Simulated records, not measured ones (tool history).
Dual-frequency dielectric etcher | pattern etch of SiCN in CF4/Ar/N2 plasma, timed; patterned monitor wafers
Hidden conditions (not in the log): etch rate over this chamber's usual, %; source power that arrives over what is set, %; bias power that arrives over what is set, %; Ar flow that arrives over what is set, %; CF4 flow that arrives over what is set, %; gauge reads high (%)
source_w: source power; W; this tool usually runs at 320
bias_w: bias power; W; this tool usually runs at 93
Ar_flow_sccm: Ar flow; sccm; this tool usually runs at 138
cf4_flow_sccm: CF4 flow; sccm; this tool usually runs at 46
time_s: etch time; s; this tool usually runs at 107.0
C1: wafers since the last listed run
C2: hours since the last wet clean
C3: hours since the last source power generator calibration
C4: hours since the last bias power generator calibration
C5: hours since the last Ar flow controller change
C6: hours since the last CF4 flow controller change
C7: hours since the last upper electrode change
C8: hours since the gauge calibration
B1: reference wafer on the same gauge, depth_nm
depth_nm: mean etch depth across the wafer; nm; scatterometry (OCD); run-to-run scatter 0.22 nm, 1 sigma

run 1 hour=0.0 | source_w=320 bias_w=93 Ar_flow_sccm=138 cf4_flow_sccm=46 time_s=107.0 | C1=0 C2=334.5 C3=4678.6 C4=5108.1 C5=2891.4 C6=3177.5 C7=3390.8 C8=202.5 | B1=80.8 | depth_nm=69.0
run 2 hour=24.7 | source_w=320 bias_w=93 Ar_flow_sccm=138 cf4_flow_sccm=46 time_s=107.0 | C1=185 C2=359.2 C3=4703.3 C4=5132.8 C5=2916.1 C6=3202.2 C7=3415.5 C8=227.2 | B1=80.8 | depth_nm=68.9
run 3 hour=55.8 | source_w=320 bias_w=93 Ar_flow_sccm=138 cf4_flow_sccm=46 time_s=107.0 | C1=233 C2=390.3 C3=4734.4 C4=5163.9 C5=2947.2 C6=3233.3 C7=3446.6 C8=258.3 | B1=80.9 | depth_nm=68.6
run 4 hour=72.3 | source_w=320 bias_w=93 Ar_flow_sccm=138 cf4_flow_sccm=46 time_s=107.0 | C1=123 C2=406.8 C3=4750.9 C4=5180.4 C5=2963.7 C6=3249.8 C7=3463.1 C8=274.8 | B1=80.9 | depth_nm=68.2
run 5 hour=86.8 | source_w=320 bias_w=93 Ar_flow_sccm=138 cf4_flow_sccm=46 time_s=107.0 | C1=108 C2=421.3 C3=4765.4 C4=5194.9 C5=2978.2 C6=3264.3 C7=3477.6 C8=289.3 | B1=80.8 | depth_nm=68.1
-- hour=124.7 Ar flow controller replaced
-- hour=133.3 bias power generator calibrated
-- hour=138.4 wet clean of the chamber
run 6 hour=138.9 | source_w=320 bias_w=93 Ar_flow_sccm=138 cf4_flow_sccm=46 time_s=107.0 | C1=277 C2=0.5 C3=4817.5 C4=5.6 C5=14.2 C6=3316.4 C7=3529.7 C8=341.4 | B1=80.8 | depth_nm=70.2
run 7 hour=153.8 | source_w=320 bias_w=93 Ar_flow_sccm=156 cf4_flow_sccm=46 time_s=107.0 | C1=111 C2=15.4 C3=4832.4 C4=20.5 C5=29.1 C6=3331.3 C7=3544.6 C8=356.3 | B1=80.8 | depth_nm=69.1
run 8 hour=167.6 | source_w=320 bias_w=93 Ar_flow_sccm=156 cf4_flow_sccm=46 time_s=107.0 | C1=103 C2=29.2 C3=4846.2 C4=34.3 C5=42.9 C6=3345.1 C7=3558.4 C8=370.1 | B1=80.8 | depth_nm=68.9
-- hour=184.3 source power generator calibrated
run 9 hour=193.9 | source_w=320 bias_w=93 Ar_flow_sccm=138 cf4_flow_sccm=38 time_s=107.0 | C1=167 C2=55.5 C3=9.6 C4=60.6 C5=69.2 C6=3371.4 C7=3584.7 C8=396.4 | B1=80.8 | depth_nm=67.5
run 10 hour=224.6 | source_w=320 bias_w=87 Ar_flow_sccm=104 cf4_flow_sccm=37 time_s=118.5 | C1=230 C2=86.2 C3=40.3 C4=91.3 C5=99.9 C6=3402.1 C7=3615.4 C8=427.1 | B1=80.7 | depth_nm=74.2
-- hour=233.4 CF4 flow controller replaced
-- hour=260.6 upper electrode replaced
run 11 hour=261.1 | source_w=320 bias_w=86 Ar_flow_sccm=138 cf4_flow_sccm=46 time_s=97.5 | C1=48 C2=122.7 C3=76.8 C4=127.8 C5=136.4 C6=27.7 C7=0.5 C8=463.6 | B1=80.8 | depth_nm=60.4
-- hour=270.0 gauge calibrated
run 12 hour=280.4 | source_w=360 bias_w=93 Ar_flow_sccm=157 cf4_flow_sccm=46 time_s=115.0 | C1=144 C2=142.0 C3=96.1 C4=147.1 C5=155.7 C6=47.0 C7=19.8 C8=10.4 | B1=80.9 | depth_nm=82.0
run 13 hour=304.7 | source_w=320 bias_w=93 Ar_flow_sccm=138 cf4_flow_sccm=46 time_s=107.0 | C1=182 C2=166.3 C3=120.4 C4=171.4 C5=180.0 C6=71.3 C7=44.1 C8=34.7 | B1=80.6 | depth_nm=69.2
run 14 hour=327.1 | source_w=320 bias_w=93 Ar_flow_sccm=138 cf4_flow_sccm=46 time_s=79.5 | C1=167 C2=188.7 C3=142.8 C4=193.8 C5=202.4 C6=93.7 C7=66.5 C8=57.1 | B1=80.8 | depth_nm=51.2
run 15 hour=339.4 | source_w=320 bias_w=93 Ar_flow_sccm=115 cf4_flow_sccm=46 time_s=85.5 | C1=92 C2=201.0 C3=155.1 C4=206.1 C5=214.7 C6=106.0 C7=78.8 C8=69.4 | B1=80.9 | depth_nm=56.3
run 16 hour=372.6 | source_w=270 bias_w=87 Ar_flow_sccm=138 cf4_flow_sccm=36 time_s=107.0 | C1=248 C2=234.2 C3=188.3 C4=239.3 C5=247.9 C6=139.2 C7=112.0 C8=102.6 | B1=80.9 | depth_nm=54.1
run 17 hour=389.3 | source_w=280 bias_w=101 Ar_flow_sccm=138 cf4_flow_sccm=55 time_s=107.0 | C1=125 C2=250.9 C3=205.0 C4=256.0 C5=264.6 C6=155.9 C7=128.7 C8=119.3 | B1=80.7 | depth_nm=65.0

Forecast each of these 3 alternatives for the next run:
run A hour=389.7 | source_w=260 bias_w=93 Ar_flow_sccm=138 cf4_flow_sccm=46 time_s=107.0 | C1=2 C2=251.3 C3=205.4 C4=256.4 C5=265.0 C6=156.3 C7=129.1 C8=119.7 | B1=? | depth_nm=?
run B hour=389.7 | source_w=280 bias_w=72 Ar_flow_sccm=138 cf4_flow_sccm=57 time_s=136.5 | C1=2 C2=251.3 C3=205.4 C4=256.4 C5=265.0 C6=156.3 C7=129.1 C8=119.7 | B1=? | depth_nm=?
run C hour=389.7 | source_w=320 bias_w=72 Ar_flow_sccm=125 cf4_flow_sccm=56 time_s=127.0 | C1=2 C2=251.3 C3=205.4 C4=256.4 C5=265.0 C6=156.3 C7=129.1 C8=119.7 | B1=? | depth_nm=?

run=A B1=80.8 depth_nm=55.7
run=B B1=80.8 depth_nm=67.2
run=C B1=80.8 depth_nm=72.1
Without the tool's hidden state the same runs would have given:
run=A depth_nm=57.1
run=B depth_nm=68.9
run=C depth_nm=74.0
